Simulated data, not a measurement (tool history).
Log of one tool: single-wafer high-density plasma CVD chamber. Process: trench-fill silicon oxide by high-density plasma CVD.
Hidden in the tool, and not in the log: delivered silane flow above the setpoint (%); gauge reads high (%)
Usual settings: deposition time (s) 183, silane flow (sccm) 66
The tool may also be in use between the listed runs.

run,day,deposition time (s),silane flow (sccm),wafers since the last listed run,hours since the silane flow controller was replaced,hours since the gauge calibration,"read-back reference wafer on the same gauge, thickness_nm",mean film thickness on the monitor wafer (nm)
1,0.000,183,66,0,941.8,661.9,1068.990,1238.126
2,1.496,183,66,248,977.7,697.8,1071.029,1235.274
3,10.396,183,66,1479,1191.3,911.4,1069.101,1234.490
4,12.521,183,66,353,1242.3,962.4,1069.643,1234.535
5,14.925,183,66,399,1300.0,1020.1,1068.370,1243.018
6,17.425,183,66,415,1360.0,1080.1,1068.862,1231.810
7,19.942,183,66,418,1420.4,1140.5,1069.444,1238.726
8,22.842,183,76,482,1490.0,1210.1,1071.381,1426.703
9,25.271,183,66,403,1548.3,1268.4,1070.110,1242.149
# day 26.612: gauge calibrated
10,26.625,183,66,225,1580.8,0.3,1068.106,1243.458
11,28.812,183,66,363,1633.3,52.8,1070.260,1245.546
12,30.979,183,66,360,1685.3,104.8,1070.822,1231.309
13,33.054,183,66,344,1735.1,154.6,1070.662,1229.457
14,35.908,183,66,474,1803.6,223.1,1071.162,1238.923
15,37.342,183,66,238,1838.0,257.5,1069.143,1239.492
16,38.825,183,66,246,1873.6,293.1,1070.717,1240.498
17,40.692,183,61,310,1918.4,337.9,1071.621,1144.360
18,43.046,183,61,391,1974.9,394.4,1069.159,1142.537
19,44.854,183,66,300,2018.3,437.8,1071.670,1236.694
20,45.979,183,66,187,2045.3,464.8,1068.262,1238.981
21,48.879,183,66,482,2114.9,534.4,1071.851,1235.386
22,51.296,173,74,401,2172.9,592.4,1068.472,1315.953
23,53.217,198,55,319,2219.0,638.5,1072.064,1124.048
24,54.650,173,74,238,2253.4,672.9,1069.744,1311.841
25,56.046,168,66,232,2286.9,706.4,1069.153,1132.527
26,58.983,183,55,488,2357.4,776.9,1069.927,1033.775
27,60.062,183,66,179,2383.3,802.8,1070.771,1238.388
28,62.721,167,78,441,2447.1,866.6,1069.909,1338.927
# day 63.458: silane flow controller replaced
29,66.967,215,74,650,84.2,968.5,1069.158,1594.347
30,68.238,183,66,211,114.7,999.0,1069.574,1218.133
31,69.567,183,66,220,146.6,1030.9,1071.272,1215.538
32,71.896,206,62,387,202.5,1086.8,1068.327,1293.375
33,73.988,199,75,347,252.7,1137.0,1070.312,1504.914
# day 75.542: gauge calibrated
34,76.592,163,79,432,315.2,25.2,1070.348,1300.047
35,79.988,198,53,564,396.7,106.7,1071.341,1066.931
36,81.133,183,66,190,424.2,134.2,1069.460,1219.159
37,83.775,213,66,439,487.6,197.6,1070.589,1438.529
38,85.958,172,76,362,540.0,250.0,1069.374,1328.106
39,88.362,203,53,399,597.7,307.7,1069.999,1093.041
40,89.671,213,66,217,629.1,339.1,1069.731,1424.082
41,91.100,208,66,237,663.4,373.4,1070.206,1398.177
42,93.771,183,66,443,727.5,437.5,1068.230,1225.208
43,95.508,183,55,288,769.2,479.2,1068.077,1019.414
44,98.346,183,66,471,837.3,547.3,1071.110,1228.195
45,100.821,216,72,411,896.7,606.7,1070.006,1581.667

Forecast each of these 5 alternatives for the next run:
A,100.842,152,66,3,897.2,607.2,?,?
B,100.842,150,54,3,897.2,607.2,?,?
C,100.842,152,59,3,897.2,607.2,?,?
D,100.842,167,62,3,897.2,607.2,?,?
E,100.842,164,62,3,897.2,607.2,?,?

run,"read-back reference wafer on the same gauge, thickness_nm",mean film thickness on the monitor wafer (nm)
A,1070.715,1025.424
B,1070.715,827.944
C,1070.715,916.667
D,1070.715,1058.337
E,1070.715,1039.325
Without the tool's hidden state the same runs would have given:
run,mean film thickness on the monitor wafer (nm)
A,1012.856
B,817.796
C,905.432
D,1045.366
E,1026.587

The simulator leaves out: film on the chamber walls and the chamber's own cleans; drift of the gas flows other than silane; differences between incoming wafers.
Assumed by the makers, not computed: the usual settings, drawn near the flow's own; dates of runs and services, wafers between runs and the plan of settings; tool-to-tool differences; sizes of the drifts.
